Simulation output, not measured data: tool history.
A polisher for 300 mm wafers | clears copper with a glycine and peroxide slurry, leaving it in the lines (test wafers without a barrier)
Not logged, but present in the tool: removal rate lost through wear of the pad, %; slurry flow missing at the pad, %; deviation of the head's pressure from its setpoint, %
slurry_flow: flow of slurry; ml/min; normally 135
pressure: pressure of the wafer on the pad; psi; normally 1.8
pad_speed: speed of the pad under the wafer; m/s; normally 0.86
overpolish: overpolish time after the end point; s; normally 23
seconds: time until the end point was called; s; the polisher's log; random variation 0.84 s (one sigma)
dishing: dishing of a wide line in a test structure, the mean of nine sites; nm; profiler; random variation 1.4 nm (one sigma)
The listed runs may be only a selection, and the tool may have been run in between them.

| run | hour | slurry_flow | pressure | pad_speed | overpolish | wafers since the last listed run | wafers polished on this pad | hours since the slurry nozzle was cleaned | hours since the head pressure was calibrated | incoming thickness of the incoming film, nm | seconds | dishing |
|---|---|---|---|---|---|---|---|---|---|---|---|---|
| 1 | 0.0 | 135 | 1.8 | 0.86 | 23 | 0 | 637 | 449.2 | 397.2 | 399.1 | 106.5 | 58.0 |
| 2 | 35.2 | 135 | 1.8 | 0.86 | 23 | 338 | 975 | 484.4 | 432.4 | 387.2 | 102.7 | 54.9 |
|  | 75.8 | head pressure recalibrated |
| 3 | 83.4 | 135 | 1.6 | 0.94 | 23 | 444 | 1420 | 532.6 | 7.6 | 396.1 | 110.2 | 52.7 |
|  | 126.4 | worn pad replaced by a new one |
| 4 | 140.0 | 135 | 1.6 | 0.94 | 23 | 506 | 131 | 589.2 | 64.2 | 388.2 | 107.3 | 53.2 |
|  | 162.3 | slurry nozzle cleaned |
| 5 | 203.1 | 135 | 1.8 | 0.86 | 23 | 597 | 728 | 40.8 | 127.3 | 394.3 | 106.4 | 56.2 |
| 6 | 246.3 | 135 | 1.8 | 0.86 | 23 | 415 | 1144 | 84.0 | 170.5 | 389.3 | 103.6 | 55.1 |
| 7 | 283.9 | 135 | 1.5 | 0.86 | 23 | 361 | 1506 | 121.6 | 208.1 | 394.9 | 119.7 | 49.3 |
| 8 | 340.9 | 135 | 1.5 | 0.86 | 23 | 548 | 2055 | 178.6 | 265.1 | 393.7 | 120.2 | 49.8 |
|  | 351.5 | worn pad replaced by a new one |
| 9 | 394.7 | 135 | 1.8 | 0.86 | 23 | 479 | 415 | 232.4 | 318.9 | 389.6 | 104.3 | 53.9 |
| 10 | 440.7 | 135 | 2.4 | 1.00 | 23 | 442 | 858 | 278.4 | 364.9 | 393.4 | 79.0 | 68.7 |
| 11 | 486.0 | 100 | 1.8 | 1.10 | 11 | 436 | 1294 | 323.7 | 410.2 | 400.2 | 102.9 | 30.6 |
|  | 520.8 | worn pad replaced by a new one |
|  | 524.0 | head pressure recalibrated |
| 12 | 636.4 | 135 | 2.3 | 1.14 | 33 | 1389 | 1093 | 474.1 | 112.4 | 395.0 | 76.3 | 81.3 |
|  | 715.5 | slurry nozzle cleaned |
|  | 719.8 | worn pad replaced by a new one |
| 13 | 792.4 | 135 | 2.0 | 0.86 | 12 | 1453 | 698 | 76.9 | 268.4 | 388.2 | 95.0 | 36.0 |
| 14 | 835.3 | 135 | 1.8 | 0.60 | 23 | 412 | 1111 | 119.8 | 311.3 | 393.1 | 120.0 | 50.5 |
| 15 | 898.9 | 135 | 1.3 | 0.62 | 12 | 612 | 1723 | 183.4 | 374.9 | 401.4 | 151.4 | 23.7 |
|  | 916.0 | worn pad replaced by a new one |
| 16 | 923.9 | 120 | 1.2 | 0.86 | 14 | 202 | 75 | 208.4 | 399.9 | 399.3 | 143.6 | 28.4 |
|  | 964.9 | head pressure recalibrated |
| 17 | 989.1 | 135 | 1.8 | 0.86 | 23 | 608 | 684 | 273.6 | 24.2 | 393.1 | 104.0 | 56.6 |

Alternative continuations, all from the tool just after run 17; predict every row:
| A | 989.6 | 135 | 1.8 | 0.68 | 23 | 4 | 689 | 274.1 | 24.7 | 394.7 | ? | ? |
| B | 989.6 | 105 | 1.8 | 0.76 | 23 | 4 | 689 | 274.1 | 24.7 | 394.7 | ? | ? |
| C | 989.6 | 150 | 2.1 | 0.86 | 23 | 4 | 689 | 274.1 | 24.7 | 394.7 | ? | ? |
| D | 989.6 | 135 | 2.1 | 0.86 | 23 | 4 | 689 | 274.1 | 24.7 | 394.7 | ? | ? |

| run | seconds | dishing |
|---|---|---|
| A | 114.0 | 51.0 |
| B | 115.9 | 50.2 |
| C | 90.6 | 60.3 |
| D | 92.5 | 59.5 |
With the hidden condition removed and each run's random variation left untouched, the same runs would have given:
| run | seconds | dishing |
|---|---|---|
| A | 114.0 | 51.0 |
| B | 115.9 | 50.2 |
| C | 90.6 | 60.3 |
| D | 92.5 | 59.5 |
